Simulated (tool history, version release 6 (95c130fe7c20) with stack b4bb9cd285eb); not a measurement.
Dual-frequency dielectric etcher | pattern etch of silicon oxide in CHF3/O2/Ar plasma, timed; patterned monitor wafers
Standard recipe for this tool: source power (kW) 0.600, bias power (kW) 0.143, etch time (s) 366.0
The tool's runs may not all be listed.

run,hour,source power (kW),bias power (kW),etch time (s),wafers since the last listed run,hours since the last wet clean,hours since the last source power generator calibration,hours since the last bias power generator calibration,hours since the last upper electrode change,hours since the gauge calibration,"read-back reference wafer on the same gauge, depth_nm",mean etch depth across the wafer (angstrom)
1,0.0,0.600,0.143,366.0,0,160.6,2576.9,3213.9,1405.5,894.4,664.8,6526
2,78.8,0.600,0.143,366.0,296,239.4,2655.7,3292.7,1484.3,973.2,665.3,6566
3,150.5,0.600,0.143,397.5,269,311.1,2727.4,3364.4,1556.0,1044.9,665.8,7117
4,195.2,0.600,0.143,397.5,168,355.8,2772.1,3409.1,1600.7,1089.6,664.7,7123
# hour 412.7: wet clean of the chamber
5,427.7,0.600,0.143,397.5,783,15.0,3004.6,3641.6,1833.2,1322.1,664.7,7116
# hour 444.4: gauge calibrated
6,471.0,0.540,0.143,366.0,162,58.3,3047.9,3684.9,1876.5,26.6,665.0,6366
7,578.0,0.540,0.143,366.0,402,165.3,3154.9,3791.9,1983.5,133.6,665.3,6389
8,657.6,0.600,0.143,446.5,299,244.9,3234.5,3871.5,2063.1,213.2,665.3,7989
# hour 758.7: source power generator calibrated
9,763.5,0.530,0.108,419.5,383,350.8,4.8,3977.4,2169.0,319.1,665.8,6613
# hour 812.2: bias power generator calibrated
# hour 815.2: upper electrode replaced
10,831.8,0.600,0.143,366.0,230,419.1,73.1,19.6,16.6,387.4,665.0,6564
11,870.0,0.670,0.143,266.5,143,457.3,111.3,57.8,54.8,425.6,664.7,4919
# hour 948.6: wet clean of the chamber
12,970.5,0.690,0.171,458.0,287,21.9,211.8,158.3,155.3,526.1,664.6,9121
13,1048.0,0.550,0.143,366.0,291,99.4,289.3,235.8,232.8,603.6,665.4,6370
14,1153.5,0.690,0.143,366.0,396,204.9,394.8,341.3,338.3,709.1,665.2,6825
15,1190.9,0.690,0.129,301.5,140,242.3,432.2,378.7,375.7,746.5,665.0,5438
16,1247.9,0.600,0.143,366.0,214,299.3,489.2,435.7,432.7,803.5,665.1,6549

Branching from run 16: 3 alternative next runs. What would each branch give?
A,1248.4,0.510,0.143,366.0,1,299.8,489.7,436.2,433.2,804.0,?,?
B,1248.4,0.600,0.109,331.0,1,299.8,489.7,436.2,433.2,804.0,?,?
C,1248.4,0.450,0.114,446.0,1,299.8,489.7,436.2,433.2,804.0,?,?

run,"read-back reference wafer on the same gauge, depth_nm",mean etch depth across the wafer (angstrom)
A,664.9,6239
B,664.9,5405
C,664.9,6829
What these runs would have given with no unlogged condition in the tool:
run,mean etch depth across the wafer (angstrom)
A,6239
B,5405
C,6829

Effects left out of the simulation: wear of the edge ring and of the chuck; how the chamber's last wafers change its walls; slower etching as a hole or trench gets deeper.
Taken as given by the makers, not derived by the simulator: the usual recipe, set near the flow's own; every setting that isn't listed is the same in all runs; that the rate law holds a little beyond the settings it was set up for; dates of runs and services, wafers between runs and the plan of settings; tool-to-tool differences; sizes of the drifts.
